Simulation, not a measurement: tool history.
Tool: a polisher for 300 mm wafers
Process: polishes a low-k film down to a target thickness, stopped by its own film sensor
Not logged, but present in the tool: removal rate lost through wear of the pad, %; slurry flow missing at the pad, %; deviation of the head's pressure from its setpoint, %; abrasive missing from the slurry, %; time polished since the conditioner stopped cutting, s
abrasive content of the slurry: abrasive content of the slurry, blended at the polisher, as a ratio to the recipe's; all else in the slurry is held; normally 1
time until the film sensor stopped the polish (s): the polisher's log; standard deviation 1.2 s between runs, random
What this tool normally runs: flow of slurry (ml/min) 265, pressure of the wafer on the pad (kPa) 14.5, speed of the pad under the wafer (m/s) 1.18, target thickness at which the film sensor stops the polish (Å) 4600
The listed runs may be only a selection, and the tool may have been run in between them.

run	hour	flow of slurry (ml/min)	pressure of the wafer on the pad (kPa)	speed of the pad under the wafer (m/s)	abrasive content of the slurry	target thickness at which the film sensor stops the polish (Å)	wafers since the last listed run	wafers polished on this pad	hours since the slurry nozzle was cleaned	hours since the head pressure was calibrated	hours since the slurry blender was calibrated	hours since the conditioning disc was replaced	incoming thickness of the incoming film, nm	time until the film sensor stopped the polish (s)
1	0	265	14.5	1.18	1	4600	0	322	410.3	1118	175.5	220.3	495	60.3
2	9.9	265	14.5	1.18	1	4600	76	398	420.2	1127.9	185.4	230.2	501.4	72.3
# hour 55.7: worn pad replaced by a new one
3	63.4	265	14.5	1.18	1	4600	382	59	473.7	1181.4	238.9	283.7	503.3	87.2
4	80.7	265	14.5	1.18	1	4600	133	193	491	1198.7	256.2	301	505.4	88.8
5	91.2	265	14.5	1.18	1	4600	81	274	501.5	1209.2	266.7	311.5	493.2	66.4
6	100.4	265	14.5	1.18	1	4600	71	345	510.7	1218.4	275.9	320.7	497.1	75.8
7	107.9	265	14.5	1.18	1	4600	57	403	518.2	1225.9	283.4	328.2	506.9	92
8	115.3	265	14.5	1.18	1	4600	57	460	525.6	1233.3	290.8	335.6	506.9	98.6
# hour 122: worn pad replaced by a new one, repeated, since the last time left the tool worse
9	131.9	265	14.5	1.18	1	4600	97	76	542.2	1249.9	307.4	352.2	502.9	75.9
10	138.8	265	14.5	1.18	1	4600	53	129	549.1	1256.8	314.3	359.1	500	69.5
# hour 146.9: slurry blender recalibrated
11	149.6	265	14.5	1.18	1	4600	67	197	559.9	1267.6	2.7	369.9	505.8	81.9
12	162.2	265	16.5	1.18	1	4600	97	295	572.5	1280.2	15.3	382.5	496	55.8
13	170.4	265	16.5	1.18	1	4600	63	358	580.7	1288.4	23.5	390.7	503.7	68
# hour 173.7: conditioning disc replaced and pad reconditioned
14	183.9	265	14.5	1.18	1	4600	88	447	594.2	1301.9	37	10.2	501	71.9
# hour 190.6: head pressure recalibrated
# hour 193.5: slurry nozzle cleaned
15	201.2	225	14.5	1.5	1	4730	110	557	7.7	10.6	54.3	27.5	504.4	48.1
# hour 209.9: worn pad replaced by a new one
16	213.2	265	14.5	1.18	1	4600	61	25	19.7	22.6	66.3	39.5	501.6	72.1
17	223.5	265	14.5	1.18	1	4510	79	104	30	32.9	76.6	49.8	501.9	87.9
18	237.7	265	14.5	1.18	1	4600	109	214	44.2	47.1	90.8	64	488.8	49.1
19	244.6	190	14.5	1.18	1	4600	53	267	51.1	54	97.7	70.9	502.8	74.3

Run 20 is up next; what results do you expect?
20	252	330	14.5	1.18	1	4600	57	324	58.5	61.4	105.1	78.3	503.5	?

time until the film sensor stopped the polish (s): 74.4
Minus the tool's unlogged condition, the same run would have read time until the film sensor stopped the polish (s) 72.
